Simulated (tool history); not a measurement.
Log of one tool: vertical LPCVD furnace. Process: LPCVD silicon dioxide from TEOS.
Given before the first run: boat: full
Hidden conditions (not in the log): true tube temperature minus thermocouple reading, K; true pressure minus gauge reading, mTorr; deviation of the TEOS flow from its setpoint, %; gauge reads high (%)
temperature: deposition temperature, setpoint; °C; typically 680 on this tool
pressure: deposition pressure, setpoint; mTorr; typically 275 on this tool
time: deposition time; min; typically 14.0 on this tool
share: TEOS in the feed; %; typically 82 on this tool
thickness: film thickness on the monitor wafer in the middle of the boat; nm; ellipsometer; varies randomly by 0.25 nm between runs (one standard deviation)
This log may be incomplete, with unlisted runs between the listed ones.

run,day,temperature,pressure,time,share,wafers since the last listed run,hours since the last temperature calibration,hours since the pressure gauge was zeroed,hours since the TEOS flow controller was replaced,hours since the gauge calibration,"read-back reference wafer on the same gauge, thickness",thickness
1,0.000,680,275,14.0,82,0,1402.3,1873.2,2774.4,1103.0,74.47,65.85
2,3.058,680,275,14.0,82,719,1475.7,1946.6,2847.8,1176.4,74.34,65.48
3,5.779,680,275,14.0,82,639,1541.0,2011.9,2913.1,1241.7,74.39,65.72
4,9.638,687,275,14.0,93,907,1633.6,2104.5,3005.7,1334.3,74.38,83.29
5,11.821,680,275,14.0,82,513,1686.0,2156.9,3058.1,1386.7,74.42,65.78
6,16.200,680,275,14.0,82,1030,1791.1,2262.0,3163.2,1491.8,74.43,65.41
7,20.379,680,275,14.0,82,983,1891.4,2362.3,3263.5,1592.1,74.41,65.63
8,22.921,680,220,14.0,78,597,1952.4,2423.3,3324.5,1653.1,74.38,57.11
9,26.896,680,220,14.0,78,935,2047.8,2518.7,3419.9,1748.5,74.45,56.86
10,30.338,680,220,14.0,78,809,2130.4,2601.3,3502.5,1831.1,74.42,56.60
11,32.921,680,275,14.0,82,607,2192.4,2663.3,3564.5,1893.1,74.40,65.27
12,34.958,680,230,14.0,90,479,2241.3,2712.2,3613.4,1942.0,74.43,62.24
# day 36.321: thermocouples replaced and temperature profile calibrated
13,39.192,680,230,14.0,90,760,68.9,2813.8,3715.0,2043.6,74.39,59.64
14,40.971,680,275,14.0,82,418,111.6,2856.5,3757.7,2086.3,74.33,63.05
15,45.208,674,205,19.5,82,996,213.3,2958.2,3859.4,2188.0,74.49,65.72
16,46.800,675,275,8.5,82,374,251.5,2996.4,3897.6,2226.2,74.38,33.96
17,50.571,680,275,14.0,82,886,342.0,3086.9,3988.1,2316.7,74.38,63.46
18,57.662,675,210,17.0,82,1668,512.2,3257.1,4158.3,2486.9,74.32,59.00
19,59.621,680,275,14.0,82,460,559.2,3304.1,4205.3,2533.9,74.33,63.45
# day 60.758: gauge calibrated
20,63.721,680,275,14.0,94,964,657.6,3402.5,4303.7,71.1,74.40,67.95
# day 65.117: pressure gauge zeroed
21,69.542,680,275,17.5,82,1133,797.3,106.2,4443.4,210.8,74.38,82.60
# day 75.125: TEOS flow controller replaced
22,79.342,680,275,14.0,82,2069,1032.5,341.4,101.2,446.0,74.42,66.37
23,82.992,680,275,10.0,77,858,1120.1,429.0,188.8,533.6,74.35,46.02
24,87.271,680,275,14.0,82,1006,1222.8,531.7,291.5,636.3,74.41,66.67
25,90.488,670,275,11.0,82,756,1300.0,608.9,368.7,713.5,74.43,41.11
26,94.696,683,255,14.0,82,989,1401.0,709.9,469.7,814.5,74.43,69.41
27,97.404,669,240,9.0,82,637,1466.0,774.9,534.7,879.5,74.37,30.54
28,99.296,680,220,14.0,78,444,1511.4,820.3,580.1,924.9,74.39,58.22

Forecast each of these 3 alternatives for the next run:
A,99.504,680,330,14.0,82,49,1516.4,825.3,585.1,929.9,?,?
B,99.504,689,275,14.0,82,49,1516.4,825.3,585.1,929.9,?,?
C,99.504,680,340,12.0,89,49,1516.4,825.3,585.1,929.9,?,?

run,"read-back reference wafer on the same gauge, thickness",thickness
A,74.45,73.07
B,74.45,82.66
C,74.45,66.24
Without the tool's unlogged condition, the same runs would have read:
run,thickness
A,69.42
B,78.67
C,62.92
